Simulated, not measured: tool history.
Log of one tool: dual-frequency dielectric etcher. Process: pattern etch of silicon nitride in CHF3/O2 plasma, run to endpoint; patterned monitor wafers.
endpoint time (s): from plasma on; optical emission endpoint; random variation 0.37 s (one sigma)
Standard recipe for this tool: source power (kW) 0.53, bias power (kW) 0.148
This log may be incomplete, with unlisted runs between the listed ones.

run,hour,source power (kW),bias power (kW),wafers since the last listed run,hours since the last wet clean,hours since the last source power generator calibration,hours since the last bias power generator calibration,hours since the last upper electrode change,"incoming incoming film thickness, nm",endpoint time (s)
1,0,0.44,0.148,0,357.8,3619.6,3214.1,2321.9,60.1,49.2
2,14.7,0.44,0.148,204,372.5,3634.3,3228.8,2336.6,60.7,49.4
3,65.6,0.44,0.148,709,423.4,3685.2,3279.7,2387.5,59.6,48.5
4,80.5,0.5,0.148,207,438.3,3700.1,3294.6,2402.4,60,46.6
5,102.9,0.5,0.148,312,460.7,3722.5,3317,2424.8,60.8,47.6
6,133.2,0.5,0.148,422,491,3752.8,3347.3,2455.1,60.6,47.1
7,157,0.53,0.148,331,514.8,3776.6,3371.1,2478.9,60.3,45.8
8,169.1,0.53,0.148,168,526.9,3788.7,3383.2,2491,60.2,45.8
9,204.9,0.53,0.148,499,562.7,3824.5,3419,2526.8,60.7,46.5
# hour 261.5: wet clean of the chamber
10,262,0.53,0.148,461,0.5,3881.6,3476.1,2583.9,60.2,46.9
11,274.3,0.53,0.148,171,12.8,3893.9,3488.4,2596.2,60,47.2
# hour 280.8: bias power generator calibrated
12,304.5,0.53,0.148,365,43,3924.1,23.7,2626.4,59.7,47.6
13,316.5,0.57,0.148,167,55,3936.1,35.7,2638.4,61.3,47.8
# hour 357.4: wet clean of the chamber, repeated, since the last time left the tool worse
14,357.9,0.59,0.138,242,0.5,3977.5,77.1,2679.8,60.1,42.6
15,368.5,0.6,0.178,147,11.1,3988.1,87.7,2690.4,60.1,40.9
16,384.5,0.53,0.18,223,27.1,4004.1,103.7,2706.4,60.2,42.6
17,407.3,0.53,0.178,317,49.9,4026.9,126.5,2729.2,59.9,43
# hour 437.2: upper electrode replaced
# hour 441.3: source power generator calibrated
18,441.8,0.43,0.115,90,84.4,0.5,161,4.6,60.3,50.3
19,451.1,0.57,0.117,129,93.7,9.8,170.3,13.9,60.5,45.6
20,483.4,0.62,0.16,450,126,42.1,202.6,46.2,60.7,41.7
21,512.3,0.53,0.148,403,154.9,71,231.5,75.1,60.8,45.5
22,525.3,0.5,0.179,181,167.9,84,244.5,88.1,60.6,44.7
23,553.6,0.53,0.148,394,196.2,112.3,272.8,116.4,60,44.2
24,566.5,0.53,0.124,179,209.1,125.2,285.7,129.3,60.4,46.3
25,587.8,0.44,0.178,297,230.4,146.5,307,150.6,59.9,45.9
26,622.5,0.42,0.118,483,265.1,181.2,341.7,185.3,60.2,51.7

3 ways to go on from here, each from the tool as it stands after run 26. What would each give?
A,622.9,0.53,0.148,5,265.5,181.6,342.1,185.7,60.1,?
B,622.9,0.66,0.165,5,265.5,181.6,342.1,185.7,60.1,?
C,622.9,0.53,0.137,5,265.5,181.6,342.1,185.7,60.1,?

run,endpoint time (s)
A,45.4
B,40.9
C,46.1
Had the tool no hidden state, the same runs would have come out as:
run,endpoint time (s)
A,45
B,40.5
C,45.6
